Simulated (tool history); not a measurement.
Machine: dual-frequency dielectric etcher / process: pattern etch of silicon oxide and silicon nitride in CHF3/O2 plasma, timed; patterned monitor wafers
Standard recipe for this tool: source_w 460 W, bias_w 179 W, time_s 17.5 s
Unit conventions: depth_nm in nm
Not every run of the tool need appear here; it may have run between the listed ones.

run     day  source_w  bias_w  time_s  read-back reference wafer on the same gauge, depth_nm  depth_nm
  1       0       460     146    17.5                                                  28.51     22.09
  2   3.117       460     146    17.5                                                  28.52      22.1
      7.304  -- wet clean of the chamber
  3   7.571       460     179    17.5                                                   28.5     24.17
  4  10.654       460     179    17.5                                                   28.5     23.83
  5  13.533       460     179    17.5                                                  28.47     23.88
  6  18.008       460     212    17.5                                                  28.51     25.22
     27.075  -- wet clean of the chamber
  7  27.379       460     179    20.5                                                  28.51     28.52
  8  30.792       460     179    20.5                                                   28.5     28.39
  9  35.121       460     179    20.5                                                  28.51     28.26
     37.317  -- upper electrode replaced
 10  41.771       460     179    17.5                                                  28.47     23.86
     46.471  -- wet clean of the chamber
 11  46.492       460     179    17.5                                                  28.53     24.39
 12    47.9       530     179    17.5                                                  28.49     25.31
 13  50.712       460     179    17.5                                                  28.49     24.29
 14  52.362       460     179    17.5                                                   28.5     24.27
     53.196  -- source power generator calibrated
     53.221  -- gauge calibrated
 15  54.967       380     179      15                                                  28.53     19.72
 16    57.3       500     179    15.5                                                  28.51     21.77
 17  61.054       520     207    17.5                                                   28.5     25.86
     62.375  -- bias power generator calibrated
 18  64.542       380     179      16                                                   28.5     20.45
 19  67.425       460     204    13.5                                                  28.49     19.02
     68.562  -- wet clean of the chamber
 20  71.721       370     135    17.5                                                   28.5     20.71
 21  76.088       530     156      20                                                  28.52     26.99
 22  78.308       390     193    17.5                                                   28.5     23.46
 23  81.904       510     179    17.5                                                  28.51     24.22
 24  86.088       460     191    14.5                                                   28.5     20.03

Exercise: give the hidden state of the tool at every run:
source power that arrives over what is set, %: 0 in every run
gauge reads high (%): 0 in every run
H1: etch rate over this chamber's usual, %
H2: bias power that arrives over what is set, %
run      H1      H2
  1   -1.73    1.08
  2   -2.17    1.27
  3  -0.782    1.53
  4   -1.22    1.71
  5   -1.64    1.88
  6   -2.28    2.15
  7   0.103     2.7
  8  -0.387     2.9
  9   -1.01    3.15
 10   -1.96    3.54
 11  0.0448    3.82
 12  -0.157    3.91
 13   -0.56    4.07
 14  -0.797    4.17
 15   -1.17    4.32
 16   -1.51    4.46
 17   -2.04    4.68
 18   -2.54  -0.345
 19   -2.96  -0.175
 20  -0.486  0.0779
 21   -1.11   0.335
 22   -1.43   0.466
 23   -1.95   0.678
 24   -2.55   0.924

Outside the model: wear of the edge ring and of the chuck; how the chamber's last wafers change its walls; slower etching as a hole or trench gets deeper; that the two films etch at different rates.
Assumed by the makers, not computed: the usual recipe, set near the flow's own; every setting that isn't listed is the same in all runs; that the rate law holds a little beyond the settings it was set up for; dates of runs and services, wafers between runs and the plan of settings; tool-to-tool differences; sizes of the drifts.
